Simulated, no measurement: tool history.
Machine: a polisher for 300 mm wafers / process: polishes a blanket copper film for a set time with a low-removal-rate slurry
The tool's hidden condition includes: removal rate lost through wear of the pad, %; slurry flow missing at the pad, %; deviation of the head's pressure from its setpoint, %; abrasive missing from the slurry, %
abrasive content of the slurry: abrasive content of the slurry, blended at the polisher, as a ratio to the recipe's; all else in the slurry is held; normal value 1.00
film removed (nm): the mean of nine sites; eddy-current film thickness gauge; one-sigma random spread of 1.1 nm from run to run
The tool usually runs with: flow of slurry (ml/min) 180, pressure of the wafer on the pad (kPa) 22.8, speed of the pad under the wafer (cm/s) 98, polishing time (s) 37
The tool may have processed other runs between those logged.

| run | hour | flow of slurry (ml/min) | pressure of the wafer on the pad (kPa) | speed of the pad under the wafer (cm/s) | abrasive content of the slurry | polishing time (s) | wafers since the last listed run | wafers polished on this pad | hours since the slurry nozzle was cleaned | hours since the head pressure was calibrated | hours since the slurry blender was calibrated | incoming thickness of the incoming film, nm | film removed (nm) |
|---|---|---|---|---|---|---|---|---|---|---|---|---|---|
| 1 | 0.0 | 180 | 22.8 | 98 | 1.00 | 37 | 0 | 510 | 455.4 | 788.2 | 212.1 | 1067.4 | 126.9 |
| 2 | 15.7 | 180 | 22.8 | 98 | 1.00 | 37 | 197 | 707 | 471.1 | 803.9 | 227.8 | 1062.5 | 124.0 |
| 3 | 27.4 | 180 | 18.6 | 98 | 1.00 | 37 | 147 | 854 | 482.8 | 815.6 | 239.5 | 1056.9 | 101.8 |
|  | 34.0 | worn pad replaced by a new one |
| 4 | 40.3 | 180 | 18.6 | 98 | 1.00 | 37 | 111 | 79 | 495.7 | 828.5 | 252.4 | 1067.9 | 102.3 |
| 5 | 57.9 | 180 | 18.6 | 98 | 1.00 | 37 | 221 | 300 | 513.3 | 846.1 | 270.0 | 1055.9 | 99.4 |
| 6 | 65.4 | 180 | 22.8 | 88 | 1.00 | 32 | 94 | 395 | 520.8 | 853.6 | 277.5 | 1082.4 | 94.8 |
| 7 | 83.3 | 180 | 22.8 | 88 | 1.00 | 32 | 225 | 620 | 538.7 | 871.5 | 295.4 | 1051.8 | 94.4 |
| 8 | 94.3 | 130 | 22.8 | 98 | 1.00 | 37 | 138 | 758 | 549.7 | 882.5 | 306.4 | 1069.0 | 111.8 |
| 9 | 101.1 | 180 | 22.8 | 82 | 1.00 | 37 | 85 | 844 | 556.5 | 889.3 | 313.2 | 1074.8 | 101.7 |
| 10 | 108.9 | 180 | 22.8 | 98 | 1.10 | 37 | 98 | 942 | 564.3 | 897.1 | 321.0 | 1064.5 | 125.0 |
|  | 115.6 | worn pad replaced by a new one |
|  | 121.8 | slurry blender recalibrated |
| 11 | 123.9 | 200 | 22.8 | 116 | 1.20 | 44 | 113 | 78 | 579.3 | 912.1 | 2.1 | 1065.7 | 186.1 |
| 12 | 133.4 | 150 | 22.8 | 98 | 0.90 | 42 | 119 | 198 | 588.8 | 921.6 | 11.6 | 1076.5 | 123.6 |
|  | 137.2 | head pressure recalibrated |
|  | 149.4 | slurry nozzle cleaned |
| 13 | 149.9 | 160 | 17.9 | 132 | 1.00 | 26 | 169 | 368 | 0.5 | 12.7 | 28.1 | 1072.9 | 93.9 |
| 14 | 166.8 | 180 | 29.0 | 98 | 1.00 | 37 | 212 | 580 | 17.4 | 29.6 | 45.0 | 1069.1 | 166.5 |
| 15 | 180.4 | 225 | 22.8 | 66 | 0.75 | 37 | 170 | 751 | 31.0 | 43.2 | 58.6 | 1050.1 | 82.7 |
|  | 189.1 | worn pad replaced by a new one |
| 16 | 195.5 | 160 | 17.9 | 132 | 1.00 | 26 | 139 | 80 | 46.1 | 58.3 | 73.7 | 1063.1 | 95.4 |
| 17 | 210.9 | 180 | 20.0 | 78 | 1.00 | 49 | 193 | 273 | 61.5 | 73.7 | 89.1 | 1061.8 | 121.7 |
| 18 | 218.5 | 145 | 29.6 | 130 | 0.75 | 37 | 95 | 369 | 69.1 | 81.3 | 96.7 | 1056.8 | 198.3 |
| 19 | 225.0 | 180 | 22.8 | 98 | 1.00 | 37 | 81 | 451 | 75.6 | 87.8 | 103.2 | 1063.9 | 130.7 |

Each row is a separate what-if for the run after 19, all from the same tool condition, not one after another. Results?
| A | 225.4 | 125 | 22.8 | 98 | 1.00 | 37 | 5 | 456 | 76.0 | 88.2 | 103.6 | 1067.7 | ? |
| B | 225.4 | 225 | 27.6 | 120 | 1.00 | 37 | 5 | 456 | 76.0 | 88.2 | 103.6 | 1067.7 | ? |
| C | 225.4 | 130 | 22.8 | 132 | 1.00 | 37 | 5 | 456 | 76.0 | 88.2 | 103.6 | 1067.7 | ? |

| run | film removed (nm) |
|---|---|
| A | 120.5 |
| B | 199.2 |
| C | 163.9 |
The same runs, with their run-to-run variation unchanged, on a tool lacking any hidden condition would have given:
| run | film removed (nm) |
|---|---|
| A | 121.3 |
| B | 199.9 |
| C | 165.0 |
